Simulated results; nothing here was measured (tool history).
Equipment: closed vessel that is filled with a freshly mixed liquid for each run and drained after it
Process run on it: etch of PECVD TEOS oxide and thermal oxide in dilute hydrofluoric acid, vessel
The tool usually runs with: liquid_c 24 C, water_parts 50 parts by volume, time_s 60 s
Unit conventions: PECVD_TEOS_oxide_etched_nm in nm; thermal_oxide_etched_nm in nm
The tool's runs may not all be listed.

run	hour	liquid_c	water_parts	time_s	wafers since the last listed run	hours since the thermometer was replaced	hours since the hydrofluoric acid flow meter was replaced	hours since the gauge calibration	read-back film thickness of the PECVD TEOS oxide reference wafer, read on the same gauge (nm)	read-back film thickness of the thermal oxide reference wafer, read on the same gauge (nm)	PECVD_TEOS_oxide_etched_nm	thermal_oxide_etched_nm
1	0	24	50	60	0	593.8	833.7	1660.5	139.98	79.97	11.35	6.4
2	83.1	24	50	60	6565	676.9	916.8	1743.6	140.01	80.03	11.43	6.33
3	128.8	24	50	60	3610	722.6	962.5	1789.3	140.02	80	11.47	6.4
4	230.4	24	50	60	8026	824.2	1064.1	1890.9	140.01	79.98	11.39	6.46
# hour 233.9: gauge calibrated
5	269.3	24	50	60	3073	863.1	1103	35.4	140.01	80.02	11.32	6.35
6	349.7	24	50	60	6352	943.5	1183.4	115.8	140.04	80.03	11.39	6.33
7	419.8	24	50	60	5538	1013.6	1253.5	185.9	140.01	80.01	11.37	6.3
8	507.8	24	50	60	6952	1101.6	1341.5	273.9	140.01	80.01	11.44	6.36
# hour 576.1: thermometer replaced
9	603.7	24	50	60	7497	27.6	1437.4	369.8	139.95	80.03	11.33	6.32
10	691.7	24	50	60	6952	115.6	1525.4	457.8	139.98	79.97	11.38	6.41
11	771.7	28	40	95	6320	195.6	1605.4	537.8	139.98	80	26.82	14.98
# hour 795.3: hydrofluoric acid flow meter replaced
12	876.2	22.5	60	75	8177	300.1	80.9	642.3	139.97	80	10.98	6.16
13	921.7	24	70	60	3594	345.6	126.4	687.8	140.03	79.99	7.9	4.38
14	974.9	26	65	60	4203	398.8	179.6	741	139.98	80.02	9.32	5.26
15	1060.7	24	50	60	6778	484.6	265.4	826.8	139.95	80.01	11.39	6.4
16	1164.4	24	50	80	8192	588.3	369.1	930.5	140	79.97	15.15	8.55
17	1266.9	21	65	40	8098	690.8	471.6	1033	140.03	79.99	5.06	2.81
18	1357	24	50	60	7118	780.9	561.7	1123.1	140	80	11.39	6.41
19	1400.8	20.5	50	50	3460	824.7	605.5	1166.9	140.02	79.98	8.22	4.58
20	1446.4	24	70	60	3602	870.3	651.1	1212.5	139.98	80.01	7.91	4.41
21	1491.8	22	50	40	3586	915.7	696.5	1257.9	139.99	80.03	6.98	3.91
22	1619.1	22	30	90	10057	1043	823.8	1385.2	139.96	80.01	26.75	15.19
23	1685.9	19.5	70	60	5277	1109.8	890.6	1452	140	79.95	6.59	3.67
# hour 1742.1: thermometer replaced
24	1787.1	24	50	60	7916	45	991.8	1553.2	139.99	80.01	11.43	6.35
25	1835.8	20	25	50	3847	93.7	1040.5	1601.9	139.97	79.99	16.52	9.36
26	1896.8	24	50	60	4819	154.7	1101.5	1662.9	139.99	79.95	11.34	6.34

What if the next run were any one of these 4? Each begins from the tool's condition after run 26:
A	1897.5	24	50	60	55	155.4	1102.2	1663.6	?	?	?	?
B	1897.5	28	50	60	55	155.4	1102.2	1663.6	?	?	?	?
C	1897.5	24	30	35	55	155.4	1102.2	1663.6	?	?	?	?
D	1897.5	24	65	50	55	155.4	1102.2	1663.6	?	?	?	?

run	read-back film thickness of the PECVD TEOS oxide reference wafer, read on the same gauge (nm)	read-back film thickness of the thermal oxide reference wafer, read on the same gauge (nm)	PECVD_TEOS_oxide_etched_nm	thermal_oxide_etched_nm
A	140.01	80.03	11.4	6.38
B	140.01	80.03	13.41	7.51
C	140.01	80.03	11.38	6.38
D	140.01	80.03	7.17	4.01
Stripped of hidden state, with their random variation kept, the same runs would have yielded:
run	PECVD_TEOS_oxide_etched_nm	thermal_oxide_etched_nm
A	11.4	6.38
B	13.41	7.51
C	11.38	6.38
D	7.17	4.01
